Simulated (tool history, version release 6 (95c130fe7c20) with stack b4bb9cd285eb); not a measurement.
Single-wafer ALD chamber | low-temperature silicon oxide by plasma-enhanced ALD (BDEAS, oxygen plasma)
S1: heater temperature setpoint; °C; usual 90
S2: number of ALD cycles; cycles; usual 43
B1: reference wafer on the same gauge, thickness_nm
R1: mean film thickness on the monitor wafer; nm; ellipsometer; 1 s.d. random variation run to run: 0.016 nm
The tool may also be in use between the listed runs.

run 1 hour=0.0 | S1=90 S2=43 | B1=6.700 | R1=6.521
run 2 hour=29.4 | S1=93 S2=43 | B1=6.690 | R1=6.445
run 3 hour=56.6 | S1=93 S2=43 | B1=6.690 | R1=6.428
run 4 hour=79.1 | S1=93 S2=43 | B1=6.685 | R1=6.443
run 5 hour=140.3 | S1=90 S2=43 | B1=6.663 | R1=6.500
run 6 hour=164.7 | S1=90 S2=43 | B1=6.656 | R1=6.488
run 7 hour=200.4 | S1=90 S2=43 | B1=6.639 | R1=6.469
run 8 hour=234.4 | S1=90 S2=43 | B1=6.626 | R1=6.450
run 9 hour=250.1 | S1=90 S2=43 | B1=6.618 | R1=6.461
run 10 hour=270.6 | S1=86 S2=43 | B1=6.601 | R1=6.538
run 11 hour=292.1 | S1=79 S2=37 | B1=6.601 | R1=5.800
run 12 hour=312.6 | S1=99 S2=43 | B1=6.591 | R1=6.184
run 13 hour=330.0 | S1=90 S2=43 | B1=6.582 | R1=6.448
-- hour=357.0 thermocouple changed; heater temperature recalibrated
run 14 hour=363.7 | S1=86 S2=47 | B1=6.554 | R1=7.126
run 15 hour=380.2 | S1=90 S2=43 | B1=6.553 | R1=6.384
-- hour=384.4 gauge calibrated
run 16 hour=412.0 | S1=90 S2=43 | B1=6.684 | R1=6.500
run 17 hour=446.1 | S1=90 S2=43 | B1=6.678 | R1=6.515
run 18 hour=461.2 | S1=96 S2=36 | B1=6.682 | R1=5.295
run 19 hour=491.5 | S1=95 S2=49 | B1=6.679 | R1=7.306
run 20 hour=516.6 | S1=76 S2=43 | B1=6.676 | R1=6.864

Below are 3 alternative next runs, each starting from the tool's condition after run 20. Predict each:
run A hour=517.1 | S1=90 S2=43 | B1=? | R1=?
run B hour=517.1 | S1=90 S2=48 | B1=? | R1=?
run C hour=517.1 | S1=83 S2=39 | B1=? | R1=?

run=A B1=6.669 R1=6.485
run=B B1=6.669 R1=7.240
run=C B1=6.669 R1=6.046
Without the tool's hidden state the same runs would have given:
run=A R1=6.511
run=B R1=7.269
run=C R1=6.070

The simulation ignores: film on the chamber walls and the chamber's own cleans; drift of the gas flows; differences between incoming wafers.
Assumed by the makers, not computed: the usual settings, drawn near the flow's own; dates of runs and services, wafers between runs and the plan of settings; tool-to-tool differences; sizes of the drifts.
